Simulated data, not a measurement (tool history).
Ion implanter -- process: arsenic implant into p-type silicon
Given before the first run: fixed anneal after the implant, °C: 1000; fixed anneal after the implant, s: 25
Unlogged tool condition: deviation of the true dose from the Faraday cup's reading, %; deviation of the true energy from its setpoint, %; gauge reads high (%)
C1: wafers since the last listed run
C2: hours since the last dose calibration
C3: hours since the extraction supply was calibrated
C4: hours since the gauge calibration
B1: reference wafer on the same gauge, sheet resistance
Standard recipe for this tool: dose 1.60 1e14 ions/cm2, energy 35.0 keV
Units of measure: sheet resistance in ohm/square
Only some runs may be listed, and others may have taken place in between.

run 1 day=0.000 | dose=1.49 energy=35.0 | C1=0 C2=1517.6 C3=2613.5 C4=216.7 | B1=437.13 | sheet_resistance=467.72
run 2 day=1.050 | dose=1.60 energy=35.0 | C1=428 C2=1542.8 C3=2638.7 C4=241.9 | B1=436.93 | sheet_resistance=448.15
run 3 day=1.962 | dose=1.60 energy=35.0 | C1=372 C2=1564.7 C3=2660.6 C4=263.8 | B1=436.98 | sheet_resistance=447.74
run 4 day=2.858 | dose=1.94 energy=31.0 | C1=365 C2=1586.2 C3=2682.1 C4=285.3 | B1=437.53 | sheet_resistance=394.43
run 5 day=3.533 | dose=1.94 energy=31.0 | C1=275 C2=1602.4 C3=2698.3 C4=301.5 | B1=436.98 | sheet_resistance=395.43
run 6 day=4.083 | dose=1.94 energy=31.0 | C1=224 C2=1615.6 C3=2711.5 C4=314.7 | B1=437.45 | sheet_resistance=392.43
run 7 day=4.738 | dose=1.60 energy=30.0 | C1=266 C2=1631.3 C3=2727.2 C4=330.4 | B1=436.95 | sheet_resistance=456.85
run 8 day=5.879 | dose=1.60 energy=35.0 | C1=465 C2=1658.7 C3=2754.6 C4=357.8 | B1=436.91 | sheet_resistance=440.00
run 9 day=7.242 | dose=1.60 energy=35.0 | C1=555 C2=1691.4 C3=2787.3 C4=390.5 | B1=436.85 | sheet_resistance=442.59
run 10 day=8.475 | dose=1.60 energy=32.0 | C1=502 C2=1721.0 C3=2816.9 C4=420.1 | B1=437.34 | sheet_resistance=454.76
-- day=9.633 gauge calibrated
run 11 day=9.967 | dose=1.60 energy=32.0 | C1=608 C2=1756.8 C3=2852.7 C4=8.0 | B1=436.78 | sheet_resistance=453.15
run 12 day=12.950 | dose=1.36 energy=35.0 | C1=1216 C2=1828.4 C3=2924.3 C4=79.6 | B1=436.58 | sheet_resistance=499.92
run 13 day=13.621 | dose=1.36 energy=35.0 | C1=273 C2=1844.5 C3=2940.4 C4=95.7 | B1=436.66 | sheet_resistance=496.60
run 14 day=14.875 | dose=1.25 energy=35.0 | C1=511 C2=1874.6 C3=2970.5 C4=125.8 | B1=437.17 | sheet_resistance=527.29
run 15 day=15.717 | dose=1.98 energy=27.0 | C1=343 C2=1894.8 C3=2990.7 C4=146.0 | B1=436.92 | sheet_resistance=400.30
run 16 day=17.096 | dose=1.13 energy=23.5 | C1=562 C2=1927.9 C3=3023.8 C4=179.1 | B1=436.87 | sheet_resistance=607.16
run 17 day=18.475 | dose=1.96 energy=25.5 | C1=562 C2=1961.0 C3=3056.9 C4=212.2 | B1=437.13 | sheet_resistance=405.01
run 18 day=19.171 | dose=1.93 energy=38.5 | C1=283 C2=1977.7 C3=3073.6 C4=228.9 | B1=437.12 | sheet_resistance=382.79

Expected results for the next run?
run 19 day=19.942 | dose=1.86 energy=35.0 | C1=314 C2=1996.2 C3=3092.1 C4=247.4 | B1=? | sheet_resistance=?

{"run 19": {"B1": 437.05, "sheet resistance": 401.35}}
Had the tool carried no hidden state, the very same run would have given sheet resistance 401.35 ohm/square.

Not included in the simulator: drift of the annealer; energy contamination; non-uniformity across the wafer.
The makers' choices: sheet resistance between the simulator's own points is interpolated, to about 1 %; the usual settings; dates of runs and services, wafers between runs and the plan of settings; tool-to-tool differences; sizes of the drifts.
